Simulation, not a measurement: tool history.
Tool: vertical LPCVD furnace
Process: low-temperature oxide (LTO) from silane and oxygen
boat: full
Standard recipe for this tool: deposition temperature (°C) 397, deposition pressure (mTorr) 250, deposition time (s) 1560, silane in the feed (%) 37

| run | hour | deposition temperature (°C) | deposition pressure (mTorr) | deposition time (s) | silane in the feed (%) | read-back reference wafer on the same gauge, thickness | film thickness on the monitor wafer in the middle of the boat (nm) |
|---|---|---|---|---|---|---|---|
| 1 | 0.0 | 397 | 250 | 1560 | 43 | 272.84 | 313.85 |
| 2 | 87.4 | 397 | 250 | 1560 | 43 | 272.82 | 314.40 |
| 3 | 147.8 | 397 | 250 | 1560 | 37 | 273.11 | 258.55 |
| 4 | 202.9 | 397 | 250 | 1560 | 37 | 273.16 | 258.25 |
| 5 | 298.8 | 397 | 250 | 1560 | 37 | 272.94 | 256.95 |
| 6 | 374.9 | 397 | 250 | 1410 | 37 | 272.63 | 233.67 |
| 7 | 419.9 | 397 | 250 | 1410 | 37 | 273.38 | 232.76 |
| 8 | 503.8 | 389 | 250 | 1560 | 37 | 272.88 | 233.81 |
| 9 | 593.0 | 389 | 250 | 1560 | 37 | 273.01 | 233.01 |
| 10 | 679.3 | 397 | 250 | 1560 | 37 | 273.00 | 256.74 |
| 11 | 752.9 | 397 | 250 | 1560 | 37 | 273.14 | 254.45 |
| 12 | 852.5 | 397 | 250 | 1560 | 37 | 272.68 | 255.41 |
| 13 | 1091.6 | 397 | 250 | 1560 | 37 | 273.18 | 266.34 |
| 14 | 1161.4 | 397 | 250 | 1560 | 37 | 272.88 | 266.83 |
| 15 | 1233.1 | 397 | 250 | 1560 | 37 | 272.80 | 264.97 |
| 16 | 1331.9 | 397 | 250 | 1560 | 37 | 273.09 | 267.78 |
| 17 | 1383.6 | 397 | 250 | 1740 | 44 | 273.36 | 364.47 |
| 18 | 1487.3 | 393 | 190 | 1560 | 37 | 273.21 | 192.91 |
| 19 | 1580.6 | 397 | 250 | 1560 | 37 | 273.11 | 266.51 |
| 20 | 1625.3 | 386 | 285 | 1560 | 37 | 273.38 | 266.13 |
| 21 | 1755.8 | 397 | 250 | 1050 | 37 | 272.99 | 179.49 |
| 22 | 1844.4 | 390 | 250 | 1560 | 44 | 272.79 | 302.38 |
| 23 | 2012.5 | 397 | 250 | 960 | 37 | 273.39 | 163.38 |
| 24 | 2093.1 | 397 | 250 | 1560 | 37 | 273.06 | 265.15 |
| 25 | 2157.0 | 386 | 310 | 1560 | 37 | 272.99 | 289.29 |
| 26 | 2205.0 | 397 | 250 | 1560 | 37 | 272.81 | 263.88 |
| 27 | 2303.6 | 397 | 270 | 1560 | 37 | 273.07 | 286.02 |
| 28 | 2377.0 | 397 | 295 | 1560 | 43 | 272.86 | 374.42 |
| 29 | 2440.6 | 397 | 250 | 1560 | 37 | 273.14 | 265.29 |
| 30 | 2533.4 | 393 | 290 | 1230 | 34 | 273.25 | 205.03 |
| 31 | 2734.0 | 388 | 200 | 990 | 40 | 272.81 | 133.97 |
| 32 | 2810.2 | 397 | 250 | 1560 | 37 | 272.84 | 264.02 |

Put back what was entered between runs (4 entries, withheld): which listed runs does each sit between, and how does the hidden state differ from the listed run before to the listed run after?
Run 11 -> run 12: pressure gauge zeroed (hour 786.5)
  deviation of the silane flow from its setpoint, %: -4.22 -> -4.54
  what was measured, less what the result would be without the hidden state, film thickness on the monitor wafer in the middle of the boat (nm): -9.25 -> -10.02
Run 12 -> run 13: silane flow controller replaced (hour 1091.1)
  deviation of the silane flow from its setpoint, %: -4.54 -> 0.491
  what was measured, less what the result would be without the hidden state, film thickness on the monitor wafer in the middle of the boat (nm): -10.02 -> +1.05
Run 15 -> run 16: thermocouples replaced and temperature profile calibrated (hour 1265.7)
  deviation of the silane flow from its setpoint, %: 0.479 -> 0.457
  what was measured, less what the result would be without the hidden state, film thickness on the monitor wafer in the middle of the boat (nm): +1.02 -> +0.98
Run 24 -> run 25: gauge calibrated (hour 2097.6)
  deviation of the silane flow from its setpoint, %: -0.102 -> -0.18
  what was measured, less what the result would be without the hidden state, film thickness on the monitor wafer in the middle of the boat (nm): -0.22 -> -0.43
